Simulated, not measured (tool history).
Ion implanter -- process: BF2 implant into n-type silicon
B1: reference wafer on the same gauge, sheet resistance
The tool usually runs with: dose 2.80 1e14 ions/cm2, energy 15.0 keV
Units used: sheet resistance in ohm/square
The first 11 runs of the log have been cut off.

{"run": 12, "hour": 837.0, "dose": 2.8, "energy": 15.0, "B1": 360.07, "sheet resistance": 410.82}
{"hour": 872.7, "done": "extraction supply calibrated"}
{"run": 13, "hour": 933.1, "dose": 2.8, "energy": 18.5, "B1": 360.03, "sheet resistance": 407.23}
{"hour": 994.0, "done": "Faraday cup replaced and dose calibrated"}
{"run": 14, "hour": 1015.0, "dose": 2.8, "energy": 18.5, "B1": 359.7, "sheet resistance": 416.26}
{"run": 15, "hour": 1120.7, "dose": 2.8, "energy": 13.5, "B1": 359.79, "sheet resistance": 435.88}
{"run": 16, "hour": 1166.6, "dose": 2.8, "energy": 15.0, "B1": 359.9, "sheet resistance": 429.64}
{"hour": 1193.4, "done": "gauge calibrated"}
{"run": 17, "hour": 1250.8, "dose": 2.8, "energy": 19.0, "B1": 359.86, "sheet resistance": 415.22}
{"run": 18, "hour": 1317.8, "dose": 2.11, "energy": 11.5, "B1": 360.01, "sheet resistance": 569.16}
{"run": 19, "hour": 1388.9, "dose": 2.52, "energy": 17.5, "B1": 360.15, "sheet resistance": 462.78}
{"hour": 1436.2, "done": "Faraday cup replaced and dose calibrated, repeated, since the last time left the tool worse"}
{"run": 20, "hour": 1482.0, "dose": 2.23, "energy": 17.5, "B1": 360.05, "sheet resistance": 483.76}
{"run": 21, "hour": 1545.4, "dose": 3.24, "energy": 18.5, "B1": 360.45, "sheet resistance": 355.9}
{"run": 22, "hour": 1592.4, "dose": 2.8, "energy": 18.5, "B1": 359.55, "sheet resistance": 397.23}
{"run": 23, "hour": 1667.7, "dose": 2.8, "energy": 15.0, "B1": 359.81, "sheet resistance": 414.04}
{"run": 24, "hour": 1761.0, "dose": 2.22, "energy": 13.5, "B1": 360.39, "sheet resistance": 505.94}
{"run": 25, "hour": 1825.1, "dose": 3.32, "energy": 20.0, "B1": 359.94, "sheet resistance": 348.88}
{"run": 26, "hour": 1884.0, "dose": 2.8, "energy": 15.0, "B1": 359.61, "sheet resistance": 410.58}
{"run": 27, "hour": 1935.0, "dose": 2.24, "energy": 16.5, "B1": 360.13, "sheet resistance": 490.24}
{"run": 28, "hour": 1999.0, "dose": 2.8, "energy": 15.0, "B1": 360.24, "sheet resistance": 413.6}
{"run": 29, "hour": 2093.2, "dose": 2.51, "energy": 17.5, "B1": 359.99, "sheet resistance": 445.31}
{"run": 30, "hour": 2182.1, "dose": 2.14, "energy": 17.0, "B1": 360.02, "sheet resistance": 513.23}
{"run": 31, "hour": 2270.1, "dose": 2.41, "energy": 11.5, "B1": 360.2, "sheet resistance": 505.07}

Predict each of these 3 candidate next runs independently; none follows another, all start after run 31:
{"run": "A", "hour": 2270.5, "dose": 2.29, "energy": 15.0, "B1": "?", "sheet resistance": "?"}
{"run": "B", "hour": 2270.5, "dose": 2.8, "energy": 17.0, "B1": "?", "sheet resistance": "?"}
{"run": "C", "hour": 2270.5, "dose": 2.04, "energy": 17.5, "B1": "?", "sheet resistance": "?"}

run=A B1=359.53 sheet_resistance=495.39
run=B B1=359.53 sheet_resistance=412.33
run=C B1=359.53 sheet_resistance=536.99
Had the tool no hidden state, the same runs would have come out as:
run=A sheet_resistance=481.40
run=B sheet_resistance=401.42
run=C sheet_resistance=521.23
